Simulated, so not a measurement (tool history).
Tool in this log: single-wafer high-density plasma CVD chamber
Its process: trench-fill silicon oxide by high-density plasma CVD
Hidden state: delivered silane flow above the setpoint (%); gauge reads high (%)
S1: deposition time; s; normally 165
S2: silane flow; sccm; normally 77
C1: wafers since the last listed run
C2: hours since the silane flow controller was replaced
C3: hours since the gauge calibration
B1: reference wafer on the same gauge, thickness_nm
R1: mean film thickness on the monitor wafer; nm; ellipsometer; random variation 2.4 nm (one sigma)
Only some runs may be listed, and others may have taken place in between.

| run | hour | S1 | S2 | C1 | C2 | C3 | B1 | R1 |
|---|---|---|---|---|---|---|---|---|
| 1 | 0.0 | 165 | 77 | 0 | 2485.2 | 293.4 | 1100.189 | 1347.002 |
| 2 | 15.5 | 165 | 77 | 136 | 2500.7 | 308.9 | 1100.332 | 1355.208 |
| 3 | 44.5 | 165 | 77 | 254 | 2529.7 | 337.9 | 1100.343 | 1347.606 |
| 4 | 75.0 | 165 | 77 | 268 | 2560.2 | 368.4 | 1099.894 | 1355.551 |
| 5 | 104.3 | 165 | 77 | 257 | 2589.5 | 397.7 | 1099.947 | 1350.750 |
|  | 162.9 | silane flow controller replaced |
|  | 165.2 | gauge calibrated |
| 6 | 173.1 | 165 | 86 | 534 | 10.2 | 7.9 | 1100.075 | 1413.895 |
| 7 | 208.0 | 165 | 86 | 306 | 45.1 | 42.8 | 1099.497 | 1413.979 |
| 8 | 239.0 | 144 | 81 | 272 | 76.1 | 73.8 | 1099.636 | 1175.486 |
| 9 | 266.3 | 165 | 77 | 239 | 103.4 | 101.1 | 1100.088 | 1296.269 |
| 10 | 281.5 | 174 | 70 | 133 | 118.6 | 116.3 | 1100.148 | 1275.201 |
| 11 | 314.9 | 157 | 87 | 293 | 152.0 | 149.7 | 1100.219 | 1362.790 |
| 12 | 332.4 | 165 | 67 | 153 | 169.5 | 167.2 | 1099.936 | 1173.003 |
| 13 | 361.6 | 165 | 77 | 256 | 198.7 | 196.4 | 1100.604 | 1304.609 |
| 14 | 462.8 | 151 | 70 | 889 | 299.9 | 297.6 | 1100.310 | 1117.082 |
| 15 | 479.1 | 165 | 77 | 143 | 316.2 | 313.9 | 1100.035 | 1312.817 |

Some steps in R1, run to run, broken into two amounts with sign: the step expected even without the hidden condition (settings, incoming material, random variation), and the rest, left for the hidden condition together with whatever gauge scatter is not in both the measured and the hidden-condition-free result:
Run 5 -> 6: S2 77 -> 86, silane flow controller replaced, gauge calibrated. R1 +63.145 nm: hidden state -60.324, all else +123.469.
Run 7 -> 8: S1 165 -> 144, S2 86 -> 81. R1 -238.493 nm: hidden state +2.933, all else -241.426.
